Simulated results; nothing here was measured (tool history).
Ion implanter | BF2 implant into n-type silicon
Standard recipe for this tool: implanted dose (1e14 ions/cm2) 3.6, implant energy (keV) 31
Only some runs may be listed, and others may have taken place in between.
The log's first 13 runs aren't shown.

run	hour	implanted dose (1e14 ions/cm2)	implant energy (keV)	wafers since the last listed run	hours since the last dose calibration	hours since the extraction supply was calibrated	hours since the gauge calibration	read-back reference wafer on the same gauge, sheet resistance	sheet resistance of the implanted and annealed layer (ohm/square)
14	335	3.6	31	349	67.6	4847.5	745.9	311.26	293.59
15	357	3.33	31	290	89.6	4869.5	767.9	311.62	315.81
16	382.5	4.57	24.5	337	115.1	4895	793.4	312.1	251.82
17	403.5	3.21	31	277	136.1	4916	814.4	312.13	323.42
18	420.9	3.27	41.5	230	153.5	4933.4	831.8	311.89	313.58
# hour 436.2: gauge calibrated
19	440.6	4.29	37	260	173.2	4953.1	4.4	305.76	242.76
20	471	4.22	31	402	203.6	4983.5	34.8	306.35	253.14
21	485.2	3.6	31	187	217.8	4997.7	49	306.06	289.2
# hour 516.2: extraction supply calibrated
22	516.7	3.6	21	310	249.3	0.5	80.5	306.14	302.57
23	537.4	3.6	31	273	270	21.2	101.2	306.56	289.58
24	562.6	4.24	26	333	295.2	46.4	126.4	306.48	258.21
25	576.9	3.15	31	189	309.5	60.7	140.7	306.71	324.61
26	593.7	3.6	31	222	326.3	77.5	157.5	306.68	290.49
27	664.8	2.61	23.5	940	397.4	148.6	228.6	307.09	387.83
28	688	3.9	22	306	420.6	171.8	251.8	307.39	284.16
29	722	3.6	31	449	454.6	205.8	285.8	308.19	290
30	747.3	3.6	31	334	479.9	231.1	311.1	308.12	292.28
31	769.4	4.61	25.5	292	502	253.2	333.2	307.64	245.71
32	804.2	3.6	31	460	536.8	288	368	307.9	290.54
# hour 825.7: Faraday cup replaced and dose calibrated
33	905.1	3.6	41	1228	79.4	388.9	468.9	309.13	285.03
34	919.5	2.67	21.5	190	93.8	403.3	483.3	309.08	386.18
35	941.4	2.74	36.5	289	115.7	425.2	505.2	309.62	365.17
36	963.7	4.32	34.5	294	138	447.5	527.5	309.95	245.83

Here are 5 independent what-if runs from the current tool condition. What would each one return?
A	964.1	3.6	37	5	138.4	447.9	527.9	?	?
B	964.1	2.65	21	5	138.4	447.9	527.9	?	?
C	964.1	2.62	21.5	5	138.4	447.9	527.9	?	?
D	964.1	3.13	39.5	5	138.4	447.9	527.9	?	?
E	964.1	2.53	26.5	5	138.4	447.9	527.9	?	?

run	read-back reference wafer on the same gauge, sheet resistance	sheet resistance of the implanted and annealed layer (ohm/square)
A	309.48	287.45
B	309.48	388.48
C	309.48	391.39
D	309.48	324.21
E	309.48	397.58
Stripped of hidden state, with their random variation kept, the same runs would have yielded:
run	sheet resistance of the implanted and annealed layer (ohm/square)
A	284.24
B	384.14
C	387.03
D	320.59
E	393.14
